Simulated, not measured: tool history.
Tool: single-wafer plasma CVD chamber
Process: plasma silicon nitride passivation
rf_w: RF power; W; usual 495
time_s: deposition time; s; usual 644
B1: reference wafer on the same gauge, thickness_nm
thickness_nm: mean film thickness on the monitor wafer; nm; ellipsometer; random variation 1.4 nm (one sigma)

{"run": 1, "hour": 0.0, "rf_w": 495, "time_s": 644, "B1": 874.97, "thickness_nm": 917.878}
{"run": 2, "hour": 8.1, "rf_w": 495, "time_s": 644, "B1": 874.78, "thickness_nm": 918.174}
{"run": 3, "hour": 17.8, "rf_w": 495, "time_s": 644, "B1": 874.663, "thickness_nm": 916.819}
{"run": 4, "hour": 30.9, "rf_w": 495, "time_s": 605, "B1": 874.669, "thickness_nm": 862.008}
{"run": 5, "hour": 45.5, "rf_w": 495, "time_s": 605, "B1": 875.098, "thickness_nm": 861.439}
{"run": 6, "hour": 59.8, "rf_w": 495, "time_s": 644, "B1": 874.929, "thickness_nm": 918.921}
{"run": 7, "hour": 75.9, "rf_w": 495, "time_s": 644, "B1": 875.133, "thickness_nm": 919.201}
{"run": 8, "hour": 93.7, "rf_w": 495, "time_s": 644, "B1": 875.254, "thickness_nm": 916.471}
{"hour": 97.3, "done": "gauge calibrated"}
{"run": 9, "hour": 102.4, "rf_w": 495, "time_s": 644, "B1": 874.675, "thickness_nm": 917.086}
{"hour": 117.2, "done": "showerhead replaced"}
{"run": 10, "hour": 120.0, "rf_w": 495, "time_s": 644, "B1": 875.693, "thickness_nm": 916.802}
{"run": 11, "hour": 126.9, "rf_w": 495, "time_s": 644, "B1": 874.833, "thickness_nm": 915.291}
{"run": 12, "hour": 137.6, "rf_w": 475, "time_s": 585, "B1": 875.133, "thickness_nm": 830.002}
{"run": 13, "hour": 148.7, "rf_w": 495, "time_s": 644, "B1": 874.755, "thickness_nm": 917.303}
{"hour": 165.7, "done": "RF generator calibrated"}
{"run": 14, "hour": 166.2, "rf_w": 405, "time_s": 756, "B1": 874.355, "thickness_nm": 1037.612}
{"run": 15, "hour": 170.3, "rf_w": 495, "time_s": 710, "B1": 875.462, "thickness_nm": 1011}
{"run": 16, "hour": 180.6, "rf_w": 470, "time_s": 644, "B1": 874.883, "thickness_nm": 909.49}
{"run": 17, "hour": 188.9, "rf_w": 495, "time_s": 644, "B1": 875.416, "thickness_nm": 915.637}
{"run": 18, "hour": 200.0, "rf_w": 495, "time_s": 644, "B1": 875.184, "thickness_nm": 915.207}
{"run": 19, "hour": 207.5, "rf_w": 530, "time_s": 704, "B1": 874.733, "thickness_nm": 1013.025}
{"run": 20, "hour": 215.3, "rf_w": 430, "time_s": 687, "B1": 875.57, "thickness_nm": 954.955}
{"run": 21, "hour": 226.6, "rf_w": 570, "time_s": 768, "B1": 875.06, "thickness_nm": 1123.939}
{"run": 22, "hour": 237.4, "rf_w": 495, "time_s": 557, "B1": 875.113, "thickness_nm": 791.449}
{"run": 23, "hour": 249.0, "rf_w": 495, "time_s": 644, "B1": 875.092, "thickness_nm": 916.125}
{"run": 24, "hour": 260.2, "rf_w": 555, "time_s": 679, "B1": 875.117, "thickness_nm": 985.311}

The tool's hidden state at each run:
delivered RF power above the setpoint (%): 0 in every run
gauge reads high (%): 0 in every run

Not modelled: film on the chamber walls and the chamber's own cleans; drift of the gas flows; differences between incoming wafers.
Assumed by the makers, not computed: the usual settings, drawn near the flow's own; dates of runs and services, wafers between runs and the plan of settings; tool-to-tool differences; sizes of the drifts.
